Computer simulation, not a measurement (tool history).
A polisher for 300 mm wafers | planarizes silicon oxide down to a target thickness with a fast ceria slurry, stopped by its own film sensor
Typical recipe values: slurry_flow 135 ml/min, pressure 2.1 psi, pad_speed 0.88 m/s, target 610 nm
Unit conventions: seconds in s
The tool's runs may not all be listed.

run    hour  slurry_flow  pressure  pad_speed  target  incoming thickness of the incoming film, nm  seconds
  1       0          145       2.1       0.88     610                                       1222.4     76.8
  2    65.8          145       2.1       0.88     610                                       1192.8     76.2
  3   166.4          135       2.3       0.88     610                                       1193.9     70.6
        195  -- worn pad replaced by a new one
  4   252.2          135       2.3       0.88     610                                       1193.8     61.9
      279.1  -- head pressure recalibrated
  5   325.3          165       2.1       0.98     610                                       1197.1     58.1
      452.5  -- slurry nozzle cleaned
  6   539.6          135       2.1       0.88     560                                       1186.2     75.3
  7   587.1          135       2.1       0.88     560                                       1192.1       78
  8   680.9          135       2.1       0.88     610                                       1198.2     72.7
  9   791.4          135       2.1       0.88     610                                       1197.4       77
 10   868.3          135       2.1       0.88     484                                         1225     97.3
 11   925.1          135       2.1       0.88     610                                       1214.5       79
      939.2  -- head pressure recalibrated
      948.5  -- worn pad replaced by a new one
 12  1022.6          135       2.1       0.88     610                                       1176.3     66.3
 13  1083.7          135       2.1       0.68     610                                       1198.1     85.1
       1098  -- slurry nozzle cleaned
 14  1176.2          135       2.1       0.68     610                                       1198.7     83.6
 15  1260.3          135       2.1       0.88     610                                       1205.2     71.5
 16    1303          135       2.1       0.88     610                                       1193.9     70.1
 17  1355.2          135       2.3       1.14     610                                       1193.9     51.1
 18  1408.7          135       2.1       0.72     610                                       1190.8     85.7
 19    1480          135       1.9       0.88     543                                       1212.8     93.5
     1525.5  -- worn pad replaced by a new one
       1529  -- head pressure recalibrated
 20  1541.3          115       1.7       0.72     610                                       1197.1    103.3
 21  1641.2          115       1.7       0.72     610                                       1211.1    104.1
 22  1701.7          180       2.1        0.6     555                                       1224.1    103.3
     1742.3  -- slurry nozzle cleaned
 23  1750.5          120       1.6       1.08     529                                       1199.5     88.1
 24  1856.2          135       2.1       0.88     610                                       1183.5     67.1
 25  1927.5           95       2.1       0.88     714                                       1177.9     57.9
 26  1968.2          160       1.6       0.88     610                                       1211.7     92.3
 27  2040.2          135       2.1       1.02     610                                       1220.7     66.7
 28  2087.7          135       2.1       1.06     610                                       1197.8     63.9
     2164.7  -- worn pad replaced by a new one
     2230.4  -- head pressure recalibrated
     2358.1  -- slurry nozzle cleaned
 29  2391.9          135       2.1       0.88     807                                       1211.9     47.1
 30  2475.2          145       2.1       0.88     610                                       1187.7     67.3
 31  2549.4          135       2.1       0.78     610                                       1202.5     79.7
 32    2609          170       2.1       0.68     802                                       1212.4       59
 33    2663          170       2.1       0.88     610                                       1183.6     67.9
 34  2754.1          135       2.1        0.8     743                                       1197.1     63.5
     2808.6  -- head pressure recalibrated
     2828.4  -- worn pad replaced by a new one
 35  2838.6          135       1.4       0.88     610                                       1186.3     97.6
 36  2892.9          170       2.1       0.64     610                                       1192.2     85.4

For each run, what was the tool's unlogged condition?
slurry flow missing at the pad, %: 0 across all the runs
deviation of the head's pressure from its setpoint, %: 0 across all the runs
H1: removal rate lost through wear of the pad, %
run     H1
  1   9.86
  2     12
  3   15.7
  4   1.84
  5   2.21
  6   4.96
  7    5.9
  8   8.12
  9   11.4
 10     14
 11   16.1
 12   1.64
 13   1.98
 14   2.89
 15   4.12
 16   4.88
 17   5.96
 18   7.21
 19   9.12
 20  0.582
 21  0.937
 22   1.41
 23   1.94
 24   3.53
 25   4.94
 26   5.87
 27   7.73
 28   9.11
 29   1.94
 30   3.15
 31   4.54
 32   5.88
 33   7.25
 34   9.93
 35  0.859
 36  0.969
